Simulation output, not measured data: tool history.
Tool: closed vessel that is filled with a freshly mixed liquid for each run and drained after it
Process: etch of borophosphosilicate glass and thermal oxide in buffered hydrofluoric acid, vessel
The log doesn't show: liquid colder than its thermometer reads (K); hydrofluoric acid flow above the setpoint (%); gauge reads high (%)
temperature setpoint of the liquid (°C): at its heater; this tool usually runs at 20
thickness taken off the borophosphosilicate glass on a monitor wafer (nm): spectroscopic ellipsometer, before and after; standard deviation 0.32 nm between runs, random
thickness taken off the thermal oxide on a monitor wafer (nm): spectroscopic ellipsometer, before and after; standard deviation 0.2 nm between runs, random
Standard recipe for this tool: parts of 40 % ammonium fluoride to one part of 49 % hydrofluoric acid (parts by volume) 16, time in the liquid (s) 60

| run | hour | temperature setpoint of the liquid (°C) | parts of 40 % ammonium fluoride to one part of 49 % hydrofluoric acid (parts by volume) | time in the liquid (s) | wafers since the last listed run | hours since the thermometer was replaced | hours since the hydrofluoric acid flow meter was replaced | hours since the gauge calibration | read-back film thickness of the borophosphosilicate glass reference wafer, read on the same gauge (nm) | read-back film thickness of the thermal oxide reference wafer, read on the same gauge (nm) | thickness taken off the borophosphosilicate glass on a monitor wafer (nm) | thickness taken off the thermal oxide on a monitor wafer (nm) |
|---|---|---|---|---|---|---|---|---|---|---|---|---|
| 1 | 0 | 20 | 16 | 40 | 0 | 596.5 | 1303.1 | 173.5 | 120.02 | 49.97 | 32.74 | 26.5 |
| 2 | 66.8 | 20 | 16 | 40 | 8744 | 663.3 | 1369.9 | 240.3 | 119.97 | 49.99 | 33.25 | 26.55 |
| 3 | 136.5 | 21.5 | 16 | 50 | 9124 | 733 | 1439.6 | 310 | 119.96 | 50 | 45.24 | 35.99 |
| 4 | 168.3 | 21.5 | 16 | 50 | 4162 | 764.8 | 1471.4 | 341.8 | 119.98 | 49.98 | 45.69 | 36.41 |
|  | 219.3 | thermometer replaced |
| 5 | 227 | 20 | 16 | 60 | 7553 | 7.7 | 1530.1 | 400.5 | 119.97 | 49.93 | 49.87 | 40.03 |
| 6 | 295.2 | 20 | 16 | 60 | 8927 | 75.9 | 1598.3 | 468.7 | 120.01 | 49.97 | 50.91 | 40.26 |
| 7 | 330.3 | 20 | 16 | 60 | 4594 | 111 | 1633.4 | 503.8 | 120.02 | 49.98 | 51.18 | 40.43 |
| 8 | 365.2 | 20 | 16 | 60 | 4568 | 145.9 | 1668.3 | 538.7 | 119.97 | 50.03 | 50.04 | 40.68 |
| 9 | 423.3 | 20 | 16 | 60 | 7605 | 204 | 1726.4 | 596.8 | 119.99 | 50.03 | 50.25 | 40.49 |
| 10 | 480.6 | 20 | 16 | 60 | 7500 | 261.3 | 1783.7 | 654.1 | 120.07 | 50.01 | 50.97 | 40.64 |
| 11 | 551.1 | 20 | 16 | 60 | 9228 | 331.8 | 1854.2 | 724.6 | 119.99 | 49.98 | 50.53 | 40.44 |
|  | 599.3 | hydrofluoric acid flow meter replaced |
| 12 | 606.9 | 20 | 20.5 | 60 | 7173 | 387.6 | 7.6 | 780.4 | 120 | 50.04 | 37.08 | 29.59 |
| 13 | 631.5 | 17 | 18 | 40 | 3220 | 412.2 | 32.2 | 805 | 119.99 | 50.04 | 23.93 | 18.94 |
| 14 | 686 | 20 | 16 | 60 | 7134 | 466.7 | 86.7 | 859.5 | 119.95 | 49.98 | 46.69 | 37.47 |
| 15 | 826.2 | 20 | 16 | 60 | 18353 | 606.9 | 226.9 | 999.7 | 120.01 | 50.03 | 47.12 | 37.82 |
| 16 | 1001 | 22.5 | 18 | 80 | 22882 | 781.7 | 401.7 | 1174.5 | 120.03 | 50.01 | 64.73 | 52.14 |
|  | 1013.9 | thermometer replaced |
| 17 | 1054.8 | 20 | 11.5 | 35 | 6911 | 40.9 | 455.5 | 1228.3 | 120 | 50 | 38.08 | 30.98 |
|  | 1093.6 | gauge calibrated |
| 18 | 1101.1 | 17.5 | 11 | 80 | 6060 | 87.2 | 501.8 | 7.5 | 119.98 | 50 | 81.47 | 63.97 |
| 19 | 1156.6 | 20 | 16 | 60 | 7265 | 142.7 | 557.3 | 63 | 119.99 | 50.01 | 47.79 | 38.04 |
| 20 | 1219.3 | 17 | 18 | 45 | 8207 | 205.4 | 620 | 125.7 | 119.97 | 50.02 | 26.95 | 21.59 |
| 21 | 1280.3 | 17 | 10 | 50 | 7985 | 266.4 | 681 | 186.7 | 120.01 | 49.97 | 53.87 | 42.29 |
| 22 | 1331.1 | 20 | 16 | 60 | 6650 | 317.2 | 731.8 | 237.5 | 119.95 | 50.01 | 48.44 | 38.85 |
| 23 | 1396.4 | 24 | 12 | 60 | 8548 | 382.5 | 797.1 | 302.8 | 120.02 | 50.01 | 79.88 | 63.74 |

State the hidden condition of the tool at each of the runs:
liquid colder than its thermometer reads (K): 0 in every run
gauge reads high (%): 0 in every run
H1: hydrofluoric acid flow above the setpoint (%)
| run | H1 |
|---|---|
| 1 | 6.78 |
| 2 | 7.09 |
| 3 | 7.4 |
| 4 | 7.55 |
| 5 | 7.82 |
| 6 | 8.13 |
| 7 | 8.29 |
| 8 | 8.44 |
| 9 | 8.71 |
| 10 | 8.97 |
| 11 | 9.29 |
| 12 | 0.783 |
| 13 | 0.894 |
| 14 | 1.14 |
| 15 | 1.78 |
| 16 | 2.57 |
| 17 | 2.82 |
| 18 | 3.03 |
| 19 | 3.28 |
| 20 | 3.57 |
| 21 | 3.84 |
| 22 | 4.07 |
| 23 | 4.37 |

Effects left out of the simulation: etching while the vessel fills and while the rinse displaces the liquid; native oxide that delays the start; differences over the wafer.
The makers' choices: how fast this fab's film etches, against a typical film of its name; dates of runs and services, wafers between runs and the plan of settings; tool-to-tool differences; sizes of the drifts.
